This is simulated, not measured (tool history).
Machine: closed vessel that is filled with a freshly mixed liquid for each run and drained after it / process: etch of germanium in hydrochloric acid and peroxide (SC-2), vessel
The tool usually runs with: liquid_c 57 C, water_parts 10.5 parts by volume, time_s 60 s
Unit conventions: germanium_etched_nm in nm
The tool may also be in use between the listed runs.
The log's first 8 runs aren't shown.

| run | hour | liquid_c | water_parts | time_s | read-back film thickness of the germanium reference wafer, read on the same gauge (nm) | germanium_etched_nm |
|---|---|---|---|---|---|---|
| 9 | 468.4 | 57 | 10.5 | 60 | 100.03 | 136.64 |
| 10 | 507.6 | 57 | 10.5 | 60 | 99.97 | 138.57 |
| 11 | 555.3 | 57 | 7.5 | 45 | 100.01 | 105.75 |
| 12 | 621.3 | 57 | 7.5 | 60 | 99.97 | 141.22 |
| 13 | 689.9 | 64 | 10.5 | 60 | 100.02 | 167.38 |
| 14 | 718 | 54.5 | 15.5 | 60 | 100.01 | 119.72 |
|  | 787 | chemicals flow meter replaced |
| 15 | 787.9 | 62.5 | 8.5 | 80 | 100 | 218.61 |
| 16 | 849.9 | 57 | 10.5 | 95 | 100.03 | 214.88 |
| 17 | 895.2 | 67 | 8 | 30 | 100 | 91.74 |
| 18 | 960.4 | 57 | 10.5 | 60 | 100.03 | 130.95 |
| 19 | 1007.1 | 57 | 10.5 | 60 | 100.03 | 133.71 |
| 20 | 1051.9 | 57 | 10.5 | 60 | 100.03 | 131.06 |
| 21 | 1096.9 | 60.5 | 12 | 30 | 99.98 | 71.03 |
| 22 | 1123.9 | 57 | 6 | 40 | 99.99 | 92 |
|  | 1135.4 | thermometer replaced |
| 23 | 1189.1 | 66.5 | 5.5 | 60 | 99.94 | 194.8 |
| 24 | 1231.1 | 48 | 6 | 85 | 99.99 | 154.99 |
| 25 | 1258.1 | 57 | 15 | 50 | 100.01 | 109.32 |
| 26 | 1327 | 57 | 8.5 | 60 | 100.03 | 141.11 |
| 27 | 1352.5 | 57 | 10.5 | 60 | 99.98 | 136.61 |
| 28 | 1487 | 57 | 12 | 40 | 99.97 | 89.8 |
| 29 | 1545.7 | 63.5 | 10.5 | 60 | 100 | 163.83 |
| 30 | 1592.1 | 48 | 10.5 | 80 | 100.01 | 135.44 |

Alternative continuations, all from the tool just after run 30; predict every row:
| A | 1592.8 | 57 | 10.5 | 75 | ? | ? |
| B | 1592.8 | 49.5 | 10.5 | 95 | ? | ? |
| C | 1592.8 | 48 | 13.5 | 60 | ? | ? |
| D | 1592.8 | 52.5 | 14 | 60 | ? | ? |

| run | read-back film thickness of the germanium reference wafer, read on the same gauge (nm) | germanium_etched_nm |
|---|---|---|
| A | 99.99 | 168.91 |
| B | 99.99 | 169.57 |
| C | 99.99 | 99.24 |
| D | 99.99 | 113.65 |
Stripped of hidden state, with their random variation kept, the same runs would have yielded:
| run | germanium_etched_nm |
|---|---|
| A | 176.38 |
| B | 177.47 |
| C | 103.86 |
| D | 118.75 |
